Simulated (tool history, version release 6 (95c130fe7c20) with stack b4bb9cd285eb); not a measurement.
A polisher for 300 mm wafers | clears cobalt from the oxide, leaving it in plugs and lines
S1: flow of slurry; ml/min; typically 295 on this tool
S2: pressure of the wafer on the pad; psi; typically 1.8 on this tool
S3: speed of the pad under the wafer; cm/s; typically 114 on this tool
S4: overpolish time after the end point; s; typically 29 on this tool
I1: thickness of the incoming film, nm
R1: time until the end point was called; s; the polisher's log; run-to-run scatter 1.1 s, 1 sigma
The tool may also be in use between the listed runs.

{"run": 1, "hour": 0.0, "S1": 295, "S2": 1.8, "S3": 114, "S4": 29, "I1": 260.8, "R1": 61.1}
{"run": 2, "hour": 18.8, "S1": 295, "S2": 1.8, "S3": 114, "S4": 29, "I1": 262.0, "R1": 64.6}
{"run": 3, "hour": 39.2, "S1": 295, "S2": 1.8, "S3": 114, "S4": 29, "I1": 255.1, "R1": 62.0}
{"run": 4, "hour": 54.7, "S1": 295, "S2": 1.8, "S3": 114, "S4": 29, "I1": 261.8, "R1": 62.0}
{"run": 5, "hour": 79.9, "S1": 295, "S2": 1.8, "S3": 114, "S4": 29, "I1": 261.1, "R1": 63.7}
{"run": 6, "hour": 134.6, "S1": 295, "S2": 1.8, "S3": 114, "S4": 29, "I1": 259.6, "R1": 60.0}
{"run": 7, "hour": 159.2, "S1": 295, "S2": 1.8, "S3": 114, "S4": 16, "I1": 256.1, "R1": 62.5}
{"run": 8, "hour": 252.9, "S1": 295, "S2": 1.8, "S3": 114, "S4": 16, "I1": 256.2, "R1": 62.7}
{"run": 9, "hour": 280.1, "S1": 295, "S2": 1.8, "S3": 114, "S4": 16, "I1": 259.9, "R1": 61.8}
{"run": 10, "hour": 293.8, "S1": 295, "S2": 1.8, "S3": 114, "S4": 23, "I1": 257.2, "R1": 64.1}
{"run": 11, "hour": 317.3, "S1": 380, "S2": 1.8, "S3": 114, "S4": 29, "I1": 259.4, "R1": 60.1}
{"run": 12, "hour": 341.0, "S1": 380, "S2": 1.8, "S3": 114, "S4": 29, "I1": 260.0, "R1": 60.9}
{"run": 13, "hour": 373.3, "S1": 295, "S2": 1.8, "S3": 114, "S4": 20, "I1": 262.0, "R1": 63.1}
{"run": 14, "hour": 398.0, "S1": 295, "S2": 1.4, "S3": 92, "S4": 35, "I1": 261.8, "R1": 101.0}
{"run": 15, "hour": 422.0, "S1": 225, "S2": 2.0, "S3": 114, "S4": 41, "I1": 263.1, "R1": 58.9}
{"run": 16, "hour": 457.9, "S1": 295, "S2": 2.0, "S3": 114, "S4": 20, "I1": 263.4, "R1": 57.8}
{"run": 17, "hour": 478.8, "S1": 390, "S2": 2.3, "S3": 130, "S4": 29, "I1": 257.4, "R1": 41.5}
{"run": 18, "hour": 493.2, "S1": 345, "S2": 1.8, "S3": 84, "S4": 18, "I1": 257.2, "R1": 82.9}
{"run": 19, "hour": 518.7, "S1": 295, "S2": 1.4, "S3": 128, "S4": 29, "I1": 261.2, "R1": 71.1}
{"run": 20, "hour": 539.1, "S1": 295, "S2": 2.1, "S3": 94, "S4": 29, "I1": 257.7, "R1": 63.1}
{"run": 21, "hour": 555.1, "S1": 370, "S2": 1.8, "S3": 102, "S4": 35, "I1": 261.7, "R1": 69.8}
{"run": 22, "hour": 570.0, "S1": 295, "S2": 1.8, "S3": 114, "S4": 29, "I1": 259.5, "R1": 63.0}
{"run": 23, "hour": 603.0, "S1": 295, "S2": 1.8, "S3": 114, "S4": 29, "I1": 263.9, "R1": 62.6}
{"run": 24, "hour": 622.4, "S1": 255, "S2": 2.3, "S3": 80, "S4": 44, "I1": 257.7, "R1": 70.8}
{"run": 25, "hour": 654.4, "S1": 295, "S2": 1.8, "S3": 114, "S4": 29, "I1": 259.0, "R1": 63.2}
{"run": 26, "hour": 672.3, "S1": 295, "S2": 1.8, "S3": 114, "S4": 33, "I1": 259.5, "R1": 62.4}
{"run": 27, "hour": 694.3, "S1": 295, "S2": 2.3, "S3": 114, "S4": 35, "I1": 257.4, "R1": 49.1}
{"run": 28, "hour": 711.9, "S1": 295, "S2": 1.8, "S3": 114, "S4": 29, "I1": 255.8, "R1": 61.8}
{"run": 29, "hour": 732.1, "S1": 295, "S2": 1.8, "S3": 114, "S4": 29, "I1": 258.6, "R1": 63.9}
{"run": 30, "hour": 834.7, "S1": 380, "S2": 1.5, "S3": 92, "S4": 29, "I1": 264.9, "R1": 91.9}
{"run": 31, "hour": 847.6, "S1": 225, "S2": 1.3, "S3": 114, "S4": 19, "I1": 265.9, "R1": 91.5}
{"run": 32, "hour": 872.7, "S1": 395, "S2": 1.8, "S3": 114, "S4": 29, "I1": 262.2, "R1": 62.8}
{"run": 33, "hour": 899.7, "S1": 380, "S2": 1.3, "S3": 152, "S4": 45, "I1": 263.1, "R1": 64.3}
{"run": 34, "hour": 920.4, "S1": 295, "S2": 2.0, "S3": 114, "S4": 29, "I1": 260.2, "R1": 56.7}
{"run": 35, "hour": 943.8, "S1": 295, "S2": 2.0, "S3": 114, "S4": 17, "I1": 261.7, "R1": 56.4}

Removed from this log: 7 entries logged between the listed runs. Between which two listed runs does each belong, and how does the tool's hidden state at the listed run before it compare with that at the listed run after it?
In the gap between runs 3 and 4: head pressure recalibrated (hour 46.6)
  the hidden state is the same at both runs
In the gap between runs 6 and 7: worn pad replaced by a new one (hour 158.7)
  the hidden state is the same at both runs
In the gap between runs 15 and 16: worn pad replaced by a new one (hour 431.1)
  the hidden state is the same at both runs
In the gap between runs 16 and 17: slurry nozzle cleaned (hour 461.9)
  the hidden state is the same at both runs
In the gap between runs 20 and 21: head pressure recalibrated (hour 554.6)
  the hidden state is the same at both runs
In the gap between runs 27 and 28: worn pad replaced by a new one (hour 701.6)
  the hidden state is the same at both runs
In the gap between runs 34 and 35: worn pad replaced by a new one (hour 943.3)
  the hidden state is the same at both runs

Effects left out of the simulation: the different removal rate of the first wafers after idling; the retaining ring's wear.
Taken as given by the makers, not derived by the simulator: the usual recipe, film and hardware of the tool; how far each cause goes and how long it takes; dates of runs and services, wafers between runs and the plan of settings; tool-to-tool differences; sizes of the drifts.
